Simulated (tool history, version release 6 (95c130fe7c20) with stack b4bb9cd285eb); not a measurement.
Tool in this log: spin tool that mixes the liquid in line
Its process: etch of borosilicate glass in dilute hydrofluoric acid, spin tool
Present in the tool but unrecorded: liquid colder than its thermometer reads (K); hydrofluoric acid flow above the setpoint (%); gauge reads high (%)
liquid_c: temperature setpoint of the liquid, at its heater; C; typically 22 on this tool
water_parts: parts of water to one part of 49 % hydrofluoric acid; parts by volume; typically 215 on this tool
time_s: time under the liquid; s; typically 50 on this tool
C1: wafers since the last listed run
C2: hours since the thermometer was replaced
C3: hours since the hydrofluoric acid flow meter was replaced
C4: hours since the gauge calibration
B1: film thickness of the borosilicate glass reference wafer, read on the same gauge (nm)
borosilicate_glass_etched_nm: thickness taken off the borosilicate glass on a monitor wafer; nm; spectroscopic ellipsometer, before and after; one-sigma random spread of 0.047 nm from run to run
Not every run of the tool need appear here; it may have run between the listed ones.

Run 1, day 0: usual settings; C1 0; C2 351.3; C3 2296.7; C4 192.9; B1 140. Result: borosilicate_glass_etched_nm 4.65 nm.
Run 2, day 0.442: usual settings; C1 143; C2 361.9; C3 2307.3; C4 203.5; B1 139.97. Result: borosilicate_glass_etched_nm 4.66 nm.
Run 3, day 2.467: usual settings but time_s 65 s; C1 657; C2 410.5; C3 2355.9; C4 252.1; B1 140. Result: borosilicate_glass_etched_nm 6.02 nm.
Run 4, day 2.908: usual settings but time_s 65 s; C1 143; C2 421.1; C3 2366.5; C4 262.7; B1 139.99. Result: borosilicate_glass_etched_nm 6.01 nm.
Run 5, day 3.338: usual settings but time_s 65 s; C1 139; C2 431.4; C3 2376.8; C4 273; B1 139.98. Result: borosilicate_glass_etched_nm 5.9 nm.
Run 6, day 3.929: usual settings; C1 192; C2 445.6; C3 2391; C4 287.2; B1 140.02. Result: borosilicate_glass_etched_nm 4.57 nm.
Run 7, day 4.3: usual settings; C1 120; C2 454.5; C3 2399.9; C4 296.1; B1 140. Result: borosilicate_glass_etched_nm 4.49 nm.
Run 8, day 4.908: usual settings; C1 197; C2 469.1; C3 2414.5; C4 310.7; B1 140.01. Result: borosilicate_glass_etched_nm 4.56 nm.
Run 9, day 5.225: usual settings; C1 102; C2 476.7; C3 2422.1; C4 318.3; B1 139.99. Result: borosilicate_glass_etched_nm 4.56 nm.
Run 10, day 5.904: usual settings but time_s 75 s; C1 220; C2 493; C3 2438.4; C4 334.6; B1 140. Result: borosilicate_glass_etched_nm 6.83 nm.
Run 11, day 6.188: usual settings but time_s 75 s; C1 92; C2 499.8; C3 2445.2; C4 341.4; B1 140.02. Result: borosilicate_glass_etched_nm 6.9 nm.
Run 12, day 6.462: usual settings but time_s 75 s; C1 89; C2 506.4; C3 2451.8; C4 348; B1 140.01. Result: borosilicate_glass_etched_nm 6.92 nm.
At day 6.517: thermometer replaced.
Run 13, day 6.912: usual settings but time_s 65 s; C1 132; C2 9.5; C3 2462.6; C4 358.8; B1 140.01. Result: borosilicate_glass_etched_nm 6.34 nm.
Run 14, day 7.408: usual settings; C1 161; C2 21.4; C3 2474.5; C4 370.7; B1 140. Result: borosilicate_glass_etched_nm 4.92 nm.
Run 15, day 8.133: usual settings but time_s 60 s; C1 235; C2 38.8; C3 2491.9; C4 388.1; B1 139.99. Result: borosilicate_glass_etched_nm 5.9 nm.
Run 16, day 8.392: usual settings but liquid_c 26.5 C, time_s 40 s; C1 83; C2 45; C3 2498.1; C4 394.3; B1 140.01. Result: borosilicate_glass_etched_nm 4.67 nm.
At day 8.508: gauge calibrated.
Run 17, day 8.846: usual settings; C1 147; C2 55.9; C3 2509; C4 8.1; B1 139.99. Result: borosilicate_glass_etched_nm 4.92 nm.
Run 18, day 9.146: usual settings but liquid_c 24 C; C1 97; C2 63.1; C3 2516.2; C4 15.3; B1 139.99. Result: borosilicate_glass_etched_nm 5.39 nm.
Run 19, day 9.742: usual settings; C1 193; C2 77.4; C3 2530.5; C4 29.6; B1 140.02. Result: borosilicate_glass_etched_nm 5 nm.
Run 20, day 10.146: usual settings but liquid_c 23.5 C, time_s 25 s; C1 131; C2 87.1; C3 2540.2; C4 39.3; B1 140.01. Result: borosilicate_glass_etched_nm 2.61 nm.
Run 21, day 10.483: usual settings; C1 109; C2 95.2; C3 2548.3; C4 47.4; B1 139.99. Result: borosilicate_glass_etched_nm 4.95 nm.
At day 10.55: hydrofluoric acid flow meter replaced.
Run 22, day 10.804: usual settings; C1 90; C2 102.9; C3 6.1; C4 55.1; B1 140. Result: borosilicate_glass_etched_nm 4.87 nm.
Run 23, day 11.542: usual settings but water_parts 280 parts by volume; C1 239; C2 120.6; C3 23.8; C4 72.8; B1 140.02. Result: borosilicate_glass_etched_nm 3.6 nm.
Run 24, day 11.904: usual settings but liquid_c 24 C, water_parts 170 parts by volume; C1 117; C2 129.3; C3 32.5; C4 81.5; B1 140. Result: borosilicate_glass_etched_nm 7.07 nm.
Run 25, day 12.183: usual settings but liquid_c 25.5 C, water_parts 315 parts by volume, time_s 80 s; C1 90; C2 136; C3 39.2; C4 88.2; B1 140. Result: borosilicate_glass_etched_nm 5.52 nm.
Run 26, day 12.517: usual settings but water_parts 160 parts by volume, time_s 75 s; C1 108; C2 144; C3 47.2; C4 96.2; B1 140. Result: borosilicate_glass_etched_nm 10.4 nm.
Run 27, day 12.854: usual settings but liquid_c 18.5 C, water_parts 170 parts by volume, time_s 70 s; C1 109; C2 152.1; C3 55.3; C4 104.3; B1 140. Result: borosilicate_glass_etched_nm 7.75 nm.
Run 28, day 13.121: usual settings but water_parts 310 parts by volume; C1 86; C2 158.5; C3 61.7; C4 110.7; B1 140. Result: borosilicate_glass_etched_nm 3.05 nm.
Run 29, day 13.708: usual settings but liquid_c 25.5 C; C1 190; C2 172.6; C3 75.8; C4 124.8; B1 140. Result: borosilicate_glass_etched_nm 5.5 nm.
Run 30, day 13.992: usual settings; C1 92; C2 179.4; C3 82.6; C4 131.6; B1 140.01. Result: borosilicate_glass_etched_nm 4.89 nm.
Run 31, day 14.679: usual settings; C1 223; C2 195.9; C3 99.1; C4 148.1; B1 140.01. Result: borosilicate_glass_etched_nm 4.73 nm.
Run 32, day 15.321: usual settings but liquid_c 23.5 C, water_parts 275 parts by volume, time_s 30 s; C1 208; C2 211.3; C3 114.5; C4 163.5; B1 139.99. Result: borosilicate_glass_etched_nm 2.2 nm.

Hidden state or all else? Some run-to-run changes of borosilicate_glass_etched_nm, split into what the settings, what came in and random variation would give without the hidden state, and what is left for the hidden state (with any gauge scatter that isn't in both results):
Run 9 -> 10: time_s 50 -> 75. borosilicate_glass_etched_nm +2.27 nm: hidden state -0.28, all else +2.55.
Run 12 -> 13: time_s 75 -> 65, thermometer replaced. borosilicate_glass_etched_nm -0.58 nm: hidden state +0.71, all else -1.29.
Run 23 -> 24: liquid_c 22 -> 24, water_parts 280 -> 170. borosilicate_glass_etched_nm +3.47 nm: hidden state -0.15, all else +3.62.
Run 25 -> 26: liquid_c 25.5 -> 22, water_parts 315 -> 160, time_s 80 -> 75. borosilicate_glass_etched_nm +4.88 nm: hidden state -0.25, all else +5.13.
Run 27 -> 28: liquid_c 18.5 -> 22, water_parts 170 -> 310, time_s 70 -> 50. borosilicate_glass_etched_nm -4.7 nm: hidden state +0.24, all else -4.94.
